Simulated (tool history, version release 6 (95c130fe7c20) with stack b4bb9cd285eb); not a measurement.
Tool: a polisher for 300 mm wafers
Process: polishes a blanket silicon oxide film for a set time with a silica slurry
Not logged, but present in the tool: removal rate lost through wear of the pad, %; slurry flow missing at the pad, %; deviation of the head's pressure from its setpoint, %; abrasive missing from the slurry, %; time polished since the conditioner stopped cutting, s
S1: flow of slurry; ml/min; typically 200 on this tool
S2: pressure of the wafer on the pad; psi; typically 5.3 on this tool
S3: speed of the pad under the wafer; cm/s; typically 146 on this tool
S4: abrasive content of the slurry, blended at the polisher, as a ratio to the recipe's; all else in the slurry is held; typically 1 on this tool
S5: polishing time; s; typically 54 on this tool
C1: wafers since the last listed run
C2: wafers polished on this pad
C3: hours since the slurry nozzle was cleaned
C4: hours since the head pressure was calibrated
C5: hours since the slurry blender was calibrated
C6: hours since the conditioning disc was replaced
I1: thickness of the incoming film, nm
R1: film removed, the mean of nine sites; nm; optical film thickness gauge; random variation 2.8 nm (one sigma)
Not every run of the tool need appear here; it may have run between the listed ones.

Run 1, hour 0: usual settings but S1 220 ml/min; C1 0; C2 617; C3 163.3; C4 784.4; C5 207.8; C6 107.3; I1 963.6. Result: R1 306.8 nm.
Run 2, hour 51.7: usual settings but S1 220 ml/min; C1 615; C2 1232; C3 215; C4 836.1; C5 259.5; C6 159; I1 983.6. Result: R1 301.8 nm.
Run 3, hour 142.1: usual settings but S3 166 cm/s, S4 0.8; C1 1075; C2 2308; C3 305.4; C4 926.5; C5 349.9; C6 249.4; I1 978.7. Result: R1 289.8 nm.
At hour 178.3: slurry nozzle cleaned.
Run 4, hour 200.5: usual settings but S3 166 cm/s, S4 0.8; C1 683; C2 2991; C3 22.2; C4 984.9; C5 408.3; C6 307.8; I1 999.5. Result: R1 290.5 nm.
At hour 240.2: slurry blender recalibrated.
At hour 240.6: head pressure recalibrated.
Run 5, hour 296.4: usual settings; C1 1112; C2 4104; C3 118.1; C4 55.8; C5 56.2; C6 403.7; I1 967.4. Result: R1 282.9 nm.
At hour 308.5: worn pad replaced by a new one.
At hour 445: conditioning disc replaced and pad reconditioned.
At hour 520.8: slurry nozzle cleaned.
Run 6, hour 563.1: usual settings; C1 3090; C2 2994; C3 42.3; C4 322.5; C5 322.9; C6 118.1; I1 984.2. Result: R1 296.4 nm.
Run 7, hour 631.9: usual settings; C1 818; C2 3812; C3 111.1; C4 391.3; C5 391.7; C6 186.9; I1 972.9. Result: R1 290.1 nm.
At hour 642.9: worn pad replaced by a new one, of another model than before.
At hour 677.4: slurry blender recalibrated.
Run 8, hour 693.7: usual settings; C1 664; C2 580; C3 172.9; C4 453.1; C5 16.3; C6 248.7; I1 972.1. Result: R1 285.2 nm.
Run 9, hour 797.5: usual settings; C1 1235; C2 1816; C3 276.7; C4 556.9; C5 120.1; C6 352.5; I1 971.3. Result: R1 282.5 nm.
Run 10, hour 856: usual settings; C1 696; C2 2512; C3 335.2; C4 615.4; C5 178.6; C6 411; I1 982.4. Result: R1 285.1 nm.
At hour 962.5: worn pad replaced by a new one.
Run 11, hour 963: usual settings but S1 265 ml/min, S2 7.1 psi, S4 1.3; C1 1225; C2 5; C3 442.2; C4 722.4; C5 285.6; C6 518; I1 974.8. Result: R1 362.4 nm.
At hour 971.8: slurry nozzle cleaned.
Run 12, hour 995.6: usual settings but S2 4 psi, S3 132 cm/s, S4 1.15, S5 62 s; C1 376; C2 381; C3 23.8; C4 755; C5 318.2; C6 550.6; I1 979.6. Result: R1 280.4 nm.
At hour 1026.4: conditioning disc replaced and pad reconditioned.
Run 13, hour 1037: usual settings but S2 5.8 psi, S5 62 s; C1 468; C2 850; C3 65.2; C4 796.4; C5 359.6; C6 10.6; I1 987.2. Result: R1 379.6 nm.
At hour 1055.6: head pressure recalibrated.
At hour 1083.4: slurry blender recalibrated.
Run 14, hour 1113.2: usual settings but S2 4.3 psi; C1 859; C2 1709; C3 141.4; C4 57.6; C5 29.8; C6 86.8; I1 958.9. Result: R1 273.4 nm.
Run 15, hour 1168.1: usual settings; C1 653; C2 2362; C3 196.3; C4 112.5; C5 84.7; C6 141.7; I1 979.5. Result: R1 297.7 nm.
Run 16, hour 1209.9: usual settings but S3 178 cm/s, S4 1.2; C1 497; C2 2860; C3 238.1; C4 154.3; C5 126.5; C6 183.5; I1 987.1. Result: R1 344.1 nm.
At hour 1275.5: worn pad replaced by a new one.
Run 17, hour 1303.8: usual settings but S1 175 ml/min, S3 160 cm/s, S4 0.85; C1 1069; C2 336; C3 332; C4 248.2; C5 220.4; C6 277.4; I1 973.5. Result: R1 284.3 nm.
At hour 1333: slurry nozzle cleaned.
Run 18, hour 1378.7: usual settings but S1 165 ml/min; C1 879; C2 1216; C3 45.7; C4 323.1; C5 295.3; C6 352.3; I1 985.3. Result: R1 280.9 nm.
Run 19, hour 1435: usual settings but S3 102 cm/s, S4 0.9, S5 70 s; C1 670; C2 1886; C3 102; C4 379.4; C5 351.6; C6 408.6; I1 980. Result: R1 294.1 nm.
Run 20, hour 1490.8: usual settings; C1 664; C2 2550; C3 157.8; C4 435.2; C5 407.4; C6 464.4; I1 977.7. Result: R1 282.3 nm.
At hour 1529.6: slurry blender recalibrated.
At hour 1531.1: conditioning disc replaced and pad reconditioned.
At hour 1565.6: worn pad replaced by a new one.
Run 21, hour 1584.6: usual settings but S3 126 cm/s; C1 1026; C2 226; C3 251.6; C4 529; C5 55; C6 53.5; I1 974.2. Result: R1 277.1 nm.

Consider 5 possible next runs. They are alternatives, not a sequence: every one starts from the tool as it was left by run 21. What does each give?
Run A, hour 1585: usual settings but S4 1.25; C1 4; C2 231; C3 252; C4 529.4; C5 55.4; C6 53.9; I1 999.1. Result: R1 ?.
Run B, hour 1585: usual settings but S1 255 ml/min, S3 132 cm/s; C1 4; C2 231; C3 252; C4 529.4; C5 55.4; C6 53.9; I1 999.1. Result: R1 ?.
Run C, hour 1585: usual settings but S2 4.3 psi, S3 182 cm/s, S4 0.75, S5 66 s; C1 4; C2 231; C3 252; C4 529.4; C5 55.4; C6 53.9; I1 999.1. Result: R1 ?.
Run D, hour 1585: usual settings but S3 112 cm/s, S4 1.1, S5 46 s; C1 4; C2 231; C3 252; C4 529.4; C5 55.4; C6 53.9; I1 999.1. Result: R1 ?.
Run E, hour 1585: usual settings but S1 225 ml/min, S3 168 cm/s; C1 4; C2 231; C3 252; C4 529.4; C5 55.4; C6 53.9; I1 999.1. Result: R1 ?.

run     R1
  A  329.3
  B  290.9
  C  346.8
  D  230.4
  E  333.3
Stripped of hidden state, with their random variation kept, the same runs would have yielded:
run     R1
  A  347.7
  B  306.1
  C  367.6
  D  241.1
  E    354
